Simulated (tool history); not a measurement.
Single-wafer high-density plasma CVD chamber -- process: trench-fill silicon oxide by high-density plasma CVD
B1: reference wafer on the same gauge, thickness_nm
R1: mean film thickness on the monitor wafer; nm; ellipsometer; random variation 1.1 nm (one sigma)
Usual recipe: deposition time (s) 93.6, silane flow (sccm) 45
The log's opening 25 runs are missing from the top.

Run 26, day 71.183: usual settings but deposition time (s) 107.3, silane flow (sccm) 40; B1 466.100. Result: R1 459.823 nm.
Run 27, day 74.167: usual settings but deposition time (s) 99.7, silane flow (sccm) 50; B1 465.979. Result: R1 515.061 nm.
Run 28, day 78.533: usual settings but deposition time (s) 106.2, silane flow (sccm) 40; B1 465.991. Result: R1 456.932 nm.
Run 29, day 80.283: usual settings but deposition time (s) 77.4, silane flow (sccm) 42; B1 465.969. Result: R1 344.870 nm.
Run 30, day 84.521: usual settings but silane flow (sccm) 42; B1 465.808. Result: R1 418.239 nm.
Run 31, day 86.358: usual settings; B1 466.060. Result: R1 443.974 nm.
Run 32, day 89.404: usual settings; B1 466.054. Result: R1 441.700 nm.
Run 33, day 92.688: usual settings but deposition time (s) 110.2; B1 465.864. Result: R1 521.955 nm.
Run 34, day 94.967: usual settings but silane flow (sccm) 39; B1 465.821. Result: R1 393.931 nm.
Run 35, day 98.304: usual settings; B1 465.838. Result: R1 443.529 nm.
Run 36, day 99.900: usual settings but deposition time (s) 82.7, silane flow (sccm) 40; B1 465.956. Result: R1 353.775 nm.
Run 37, day 102.925: usual settings but deposition time (s) 84.3, silane flow (sccm) 38; B1 465.816. Result: R1 346.768 nm.
Run 38, day 105.950: usual settings but deposition time (s) 77.4, silane flow (sccm) 53; B1 466.107. Result: R1 417.626 nm.
Run 39, day 110.333: usual settings but deposition time (s) 79.9, silane flow (sccm) 50; B1 466.112. Result: R1 411.224 nm.
Run 40, day 114.667: usual settings but deposition time (s) 77.2, silane flow (sccm) 49; B1 465.935. Result: R1 389.549 nm.
Run 41, day 126.017: usual settings; B1 465.881. Result: R1 441.009 nm.
Run 42, day 129.925: usual settings; B1 466.012. Result: R1 440.850 nm.

5 ways to go on from here, each from the tool as it stands after run 42. What would each give?
Run A, day 129.942: usual settings but silane flow (sccm) 40; B1 ?. Result: R1 ?.
Run B, day 129.942: usual settings but deposition time (s) 106.4, silane flow (sccm) 39; B1 ?. Result: R1 ?.
Run C, day 129.942: usual settings but silane flow (sccm) 36; B1 ?. Result: R1 ?.
Run D, day 129.942: usual settings but silane flow (sccm) 52; B1 ?. Result: R1 ?.
Run E, day 129.942: usual settings but deposition time (s) 80.5, silane flow (sccm) 51; B1 ?. Result: R1 ?.

run       B1       R1
  A  465.961  398.828
  B  465.961  444.185
  C  465.961  366.511
  D  465.961  495.780
  E  465.961  419.443
Without the tool's unlogged condition, the same runs would have read:
run       R1
  A  400.794
  B  446.374
  C  368.317
  D  498.223
  E  421.510
